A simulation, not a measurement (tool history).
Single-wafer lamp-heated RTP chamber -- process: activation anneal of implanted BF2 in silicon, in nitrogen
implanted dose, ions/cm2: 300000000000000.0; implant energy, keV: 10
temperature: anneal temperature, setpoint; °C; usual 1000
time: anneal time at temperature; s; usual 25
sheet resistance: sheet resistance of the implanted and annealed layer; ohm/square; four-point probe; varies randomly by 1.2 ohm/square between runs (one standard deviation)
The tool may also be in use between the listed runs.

run	day	temperature	time	read-back reference wafer on the same gauge, sheet resistance	sheet resistance
1	0	1000	21	375.17	404.21
2	0.579	1000	21	375.08	404.14
3	0.9	1000	25	374.95	398.51
4	1.638	1000	25	374.54	398.34
5	3.525	1000	25	374.82	397.1
6	4.933	1000	25	375.2	398.54
7	5.467	1000	25	375.31	395.44
8	5.942	1000	25	374.83	396.22
9	6.596	1000	25	374.59	396.22
10	7.129	1000	25	375.12	398.11
11	7.492	1000	25	374.53	396.33
12	7.912	1000	25	374.54	394.96
13	8.333	1000	25	375.57	395.61
14	8.658	1000	25	375.09	396.23
15	9.238	1000	25	374.74	397.09
16	9.575	991	25	375.19	400.74
# day 9.971: pyrometer window cleaned and pyrometer calibrated
17	10.129	1000	39	374.71	395.07
18	11.129	1000	25	374.87	401.83
19	11.571	983	11	375.15	430.44
20	12.142	973	19	375.13	431.38
21	12.45	1000	20	375.38	403.7
22	13.025	991	32	374.88	401
# day 13.929: reflector plate cleaned
23	13.95	1000	25	374.95	404.51
24	14.058	1010	13	374.51	411.1
# day 14.258: gauge calibrated
25	16.175	1024	20	375.18	391.97
26	16.708	1010	25	374.88	396.17
27	17.358	1025	21	374.69	393.08
28	18.079	972	25	375.09	424.5
29	18.8	1000	25	375.08	399.99
30	19.488	1000	25	375.02	400.24
31	20.05	991	31	374.9	400.86
32	20.383	1000	25	374.73	400.91
33	21.071	1020	31	375.09	386.56
34	22.408	979	25	375.19	415.39
35	22.725	1000	25	374.93	396.85
36	23.267	1000	19	374.84	404.79
37	23.883	1025	20	375.19	388.66
38	24.588	974	20	374.81	421.85

Here are 3 independent what-if runs from the current tool condition. What would each one return?
A	24.604	1000	25	?	?
B	24.604	974	35	?	?
C	24.604	1029	32	?	?

run	read-back reference wafer on the same gauge, sheet resistance	sheet resistance
A	374.95	396.36
B	374.95	408.67
C	374.95	375.86
What these runs would have given with no unlogged condition in the tool:
run	sheet resistance
A	409.48
B	430.18
C	385.71
